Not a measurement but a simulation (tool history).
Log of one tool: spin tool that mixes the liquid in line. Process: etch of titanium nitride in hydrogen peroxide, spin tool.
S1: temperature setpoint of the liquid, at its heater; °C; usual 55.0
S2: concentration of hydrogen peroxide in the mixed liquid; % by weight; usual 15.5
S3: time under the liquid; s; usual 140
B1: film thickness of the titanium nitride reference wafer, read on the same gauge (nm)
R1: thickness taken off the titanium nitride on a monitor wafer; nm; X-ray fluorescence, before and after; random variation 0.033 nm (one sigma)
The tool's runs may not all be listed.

run,hour,S1,S2,S3,B1,R1
1,0.0,55.0,13.5,140,120.02,4.82
2,33.6,55.0,13.5,140,120.00,4.84
3,73.3,55.0,15.5,140,120.01,5.01
4,138.7,55.0,15.5,140,120.01,4.98
5,282.0,55.0,15.5,140,120.00,4.99
6,332.0,55.0,15.5,140,119.98,4.89
7,378.5,55.0,15.5,140,119.97,4.89
# hour 381.3: thermometer replaced
8,436.6,55.0,15.5,140,120.00,4.91
9,463.6,64.0,19.0,195,119.98,13.25
# hour 475.7: peroxide flow meter replaced
10,531.7,55.0,13.5,140,120.00,4.71
11,601.4,58.5,12.0,170,119.97,7.15
# hour 609.2: new drum of peroxide connected
# hour 621.4: heated supply line repaired
12,635.4,55.0,15.5,140,120.00,5.41
# hour 673.2: gauge calibrated
13,704.0,55.0,15.5,170,120.00,6.43
14,729.3,58.0,19.0,140,119.99,6.89
15,780.7,61.0,14.0,140,120.00,7.97
16,849.7,55.0,17.0,215,120.00,8.32

Forecast each of these 3 alternatives for the next run:
A,850.2,55.0,15.5,140,?,?
B,850.2,55.0,17.0,140,?,?
C,850.2,55.0,19.5,180,?,?

run,B1,R1
A,120.00,5.33
B,120.00,5.44
C,120.00,7.20
Without the tool's hidden state the same runs would have given:
run,R1
A,5.41
B,5.52
C,7.31

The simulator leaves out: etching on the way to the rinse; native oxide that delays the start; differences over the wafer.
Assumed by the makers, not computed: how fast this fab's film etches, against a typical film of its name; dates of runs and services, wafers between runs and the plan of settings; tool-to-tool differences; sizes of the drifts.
